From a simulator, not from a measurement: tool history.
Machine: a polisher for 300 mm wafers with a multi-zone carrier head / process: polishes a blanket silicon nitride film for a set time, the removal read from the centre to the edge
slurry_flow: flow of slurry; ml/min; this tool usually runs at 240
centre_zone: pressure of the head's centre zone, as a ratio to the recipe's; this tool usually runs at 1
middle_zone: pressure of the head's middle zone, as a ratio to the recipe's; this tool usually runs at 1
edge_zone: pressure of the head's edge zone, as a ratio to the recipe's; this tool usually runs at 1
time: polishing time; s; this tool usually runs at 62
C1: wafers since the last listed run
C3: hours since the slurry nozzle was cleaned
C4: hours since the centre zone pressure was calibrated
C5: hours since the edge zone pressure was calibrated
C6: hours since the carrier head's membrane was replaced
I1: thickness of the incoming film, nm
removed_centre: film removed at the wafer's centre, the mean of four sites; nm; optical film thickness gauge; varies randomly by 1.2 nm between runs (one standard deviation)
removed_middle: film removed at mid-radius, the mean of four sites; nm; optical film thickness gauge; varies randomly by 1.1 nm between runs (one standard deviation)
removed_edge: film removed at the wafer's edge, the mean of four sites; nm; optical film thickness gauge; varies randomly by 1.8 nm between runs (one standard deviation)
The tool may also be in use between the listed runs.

{"run": 1, "hour": 0.0, "slurry_flow": 240, "centre_zone": 1, "middle_zone": 1, "edge_zone": 1, "time": 62, "C1": 0, "wafers polished on this pad": 71, "C3": 419.1, "C4": 1516.8, "C5": 1118.9, "C6": 859, "I1": 382.3, "removed_centre": 122.9, "removed_middle": 124.4, "removed_edge": 123.3}
{"run": 2, "hour": 6.4, "slurry_flow": 240, "centre_zone": 1, "middle_zone": 0.91, "edge_zone": 1, "time": 62, "C1": 63, "wafers polished on this pad": 135, "C3": 425.5, "C4": 1523.2, "C5": 1125.3, "C6": 865.4, "I1": 385.8, "removed_centre": 122.4, "removed_middle": 113.7, "removed_edge": 123.4}
{"run": 3, "hour": 22.6, "slurry_flow": 240, "centre_zone": 1, "middle_zone": 0.91, "edge_zone": 1, "time": 62, "C1": 159, "wafers polished on this pad": 294, "C3": 441.7, "C4": 1539.4, "C5": 1141.5, "C6": 881.6, "I1": 378.4, "removed_centre": 123.1, "removed_middle": 113.8, "removed_edge": 121.4}
{"run": 4, "hour": 29.6, "slurry_flow": 240, "centre_zone": 1, "middle_zone": 0.91, "edge_zone": 1, "time": 62, "C1": 69, "wafers polished on this pad": 363, "C3": 448.7, "C4": 1546.4, "C5": 1148.5, "C6": 888.6, "I1": 376.1, "removed_centre": 124.8, "removed_middle": 113.9, "removed_edge": 126.6}
{"run": 5, "hour": 37.1, "slurry_flow": 240, "centre_zone": 1, "middle_zone": 1, "edge_zone": 1, "time": 62, "C1": 73, "wafers polished on this pad": 437, "C3": 456.2, "C4": 1553.9, "C5": 1156, "C6": 896.1, "I1": 384.2, "removed_centre": 122.5, "removed_middle": 123, "removed_edge": 121.5}
{"run": 6, "hour": 49.7, "slurry_flow": 240, "centre_zone": 1, "middle_zone": 1.05, "edge_zone": 1, "time": 62, "C1": 124, "wafers polished on this pad": 562, "C3": 468.8, "C4": 1566.5, "C5": 1168.6, "C6": 908.7, "I1": 382.6, "removed_centre": 124.3, "removed_middle": 129.4, "removed_edge": 122.4}
{"run": 7, "hour": 62.6, "slurry_flow": 240, "centre_zone": 1, "middle_zone": 1, "edge_zone": 0.95, "time": 62, "C1": 127, "wafers polished on this pad": 689, "C3": 481.7, "C4": 1579.4, "C5": 1181.5, "C6": 921.6, "I1": 386.5, "removed_centre": 122.4, "removed_middle": 122, "removed_edge": 122.3}
{"run": 8, "hour": 70.6, "slurry_flow": 240, "centre_zone": 1, "middle_zone": 1, "edge_zone": 0.95, "time": 62, "C1": 78, "wafers polished on this pad": 768, "C3": 489.7, "C4": 1587.4, "C5": 1189.5, "C6": 929.6, "I1": 379, "removed_centre": 121.9, "removed_middle": 123.6, "removed_edge": 120.3}
{"run": 9, "hour": 83.6, "slurry_flow": 240, "centre_zone": 1, "middle_zone": 1, "edge_zone": 1, "time": 62, "C1": 128, "wafers polished on this pad": 896, "C3": 502.7, "C4": 1600.4, "C5": 1202.5, "C6": 942.6, "I1": 384.8, "removed_centre": 123.6, "removed_middle": 123.7, "removed_edge": 126.8}
{"hour": 95.9, "done": "centre zone pressure recalibrated"}
{"run": 10, "hour": 98.3, "slurry_flow": 240, "centre_zone": 1, "middle_zone": 1, "edge_zone": 1, "time": 62, "C1": 125, "wafers polished on this pad": 1021, "C3": 517.4, "C4": 2.4, "C5": 1217.2, "C6": 957.3, "I1": 384.8, "removed_centre": 124.3, "removed_middle": 122.9, "removed_edge": 123.1}
{"run": 11, "hour": 107.9, "slurry_flow": 165, "centre_zone": 1, "middle_zone": 1.07, "edge_zone": 0.93, "time": 51, "C1": 94, "wafers polished on this pad": 1116, "C3": 527, "C4": 12, "C5": 1226.8, "C6": 966.9, "I1": 380.1, "removed_centre": 96.6, "removed_middle": 103.5, "removed_edge": 94.2}
{"hour": 119.8, "done": "edge zone pressure recalibrated"}
{"hour": 120.7, "done": "slurry nozzle cleaned"}
{"run": 12, "hour": 121.2, "slurry_flow": 240, "centre_zone": 1, "middle_zone": 1, "edge_zone": 1, "time": 62, "C1": 102, "wafers polished on this pad": 1218, "C3": 0.5, "C4": 25.3, "C5": 1.4, "C6": 980.2, "I1": 382.4, "removed_centre": 123.2, "removed_middle": 124.8, "removed_edge": 124.3}
{"run": 13, "hour": 130.7, "slurry_flow": 310, "centre_zone": 1, "middle_zone": 1, "edge_zone": 0.93, "time": 44, "C1": 93, "wafers polished on this pad": 1312, "C3": 10, "C4": 34.8, "C5": 10.9, "C6": 989.7, "I1": 377.5, "removed_centre": 89.9, "removed_middle": 90.5, "removed_edge": 88.8}
{"hour": 143.5, "done": "worn pad replaced by a new one"}
{"run": 14, "hour": 144.0, "slurry_flow": 240, "centre_zone": 1, "middle_zone": 1, "edge_zone": 1.11, "time": 75, "C1": 91, "wafers polished on this pad": 5, "C3": 23.3, "C4": 48.1, "C5": 24.2, "C6": 1003, "I1": 380.8, "removed_centre": 148.5, "removed_middle": 148.8, "removed_edge": 154.6}
{"run": 15, "hour": 158.5, "slurry_flow": 285, "centre_zone": 1, "middle_zone": 1.04, "edge_zone": 1, "time": 54, "C1": 142, "wafers polished on this pad": 148, "C3": 37.8, "C4": 62.6, "C5": 38.7, "C6": 1017.5, "I1": 383.8, "removed_centre": 110.3, "removed_middle": 113.8, "removed_edge": 107.5}
{"run": 16, "hour": 203.8, "slurry_flow": 240, "centre_zone": 1, "middle_zone": 1.1, "edge_zone": 1, "time": 43, "C1": 446, "wafers polished on this pad": 594, "C3": 83.1, "C4": 107.9, "C5": 84, "C6": 1062.8, "I1": 383.6, "removed_centre": 84.6, "removed_middle": 92.1, "removed_edge": 82.4}
{"hour": 211.2, "done": "carrier head's membrane replaced by a new one"}
{"run": 17, "hour": 216.3, "slurry_flow": 300, "centre_zone": 1, "middle_zone": 1.05, "edge_zone": 1, "time": 62, "C1": 73, "wafers polished on this pad": 668, "C3": 95.6, "C4": 120.4, "C5": 96.5, "C6": 5.1, "I1": 386.8, "removed_centre": 127.2, "removed_middle": 129.1, "removed_edge": 125.7}
{"run": 18, "hour": 229.1, "slurry_flow": 240, "centre_zone": 1, "middle_zone": 1, "edge_zone": 1, "time": 62, "C1": 126, "wafers polished on this pad": 795, "C3": 108.4, "C4": 133.2, "C5": 109.3, "C6": 17.9, "I1": 384.6, "removed_centre": 124.1, "removed_middle": 122.2, "removed_edge": 122.8}
{"run": 19, "hour": 246.7, "slurry_flow": 240, "centre_zone": 1, "middle_zone": 0.9, "edge_zone": 0.94, "time": 62, "C1": 173, "wafers polished on this pad": 968, "C3": 126, "C4": 150.8, "C5": 126.9, "C6": 35.5, "I1": 378.2, "removed_centre": 123.6, "removed_middle": 111.5, "removed_edge": 123}
{"run": 20, "hour": 252.8, "slurry_flow": 240, "centre_zone": 0.91, "middle_zone": 1, "edge_zone": 1, "time": 62, "C1": 60, "wafers polished on this pad": 1028, "C3": 132.1, "C4": 156.9, "C5": 133, "C6": 41.6, "I1": 381, "removed_centre": 113.4, "removed_middle": 124.6, "removed_edge": 124.1}
{"hour": 271.9, "done": "worn pad replaced by a new one"}
{"run": 21, "hour": 295.8, "slurry_flow": 240, "centre_zone": 1, "middle_zone": 1, "edge_zone": 1, "time": 62, "C1": 384, "wafers polished on this pad": 235, "C3": 175.1, "C4": 199.9, "C5": 176, "C6": 84.6, "I1": 377.9, "removed_centre": 121.5, "removed_middle": 123.9, "removed_edge": 122.6}
{"run": 22, "hour": 313.1, "slurry_flow": 240, "centre_zone": 0.92, "middle_zone": 1.07, "edge_zone": 0.89, "time": 62, "C1": 170, "wafers polished on this pad": 405, "C3": 192.4, "C4": 217.2, "C5": 193.3, "C6": 101.9, "I1": 382.6, "removed_centre": 112.6, "removed_middle": 132.5, "removed_edge": 118.8}
{"run": 23, "hour": 325.7, "slurry_flow": 185, "centre_zone": 1.12, "middle_zone": 1, "edge_zone": 1, "time": 62, "C1": 124, "wafers polished on this pad": 530, "C3": 205, "C4": 229.8, "C5": 205.9, "C6": 114.5, "I1": 383.1, "removed_centre": 134.9, "removed_middle": 120.5, "removed_edge": 121}

What was the tool's hidden state at every run in the log?
removal rate lost through wear of the pad, %: 0 across all the runs
slurry flow missing at the pad, %: 0 across all the runs
deviation of the centre zone's pressure from its setpoint, %: 0 across all the runs
deviation of the edge zone's pressure from its setpoint, %: 0 across all the runs
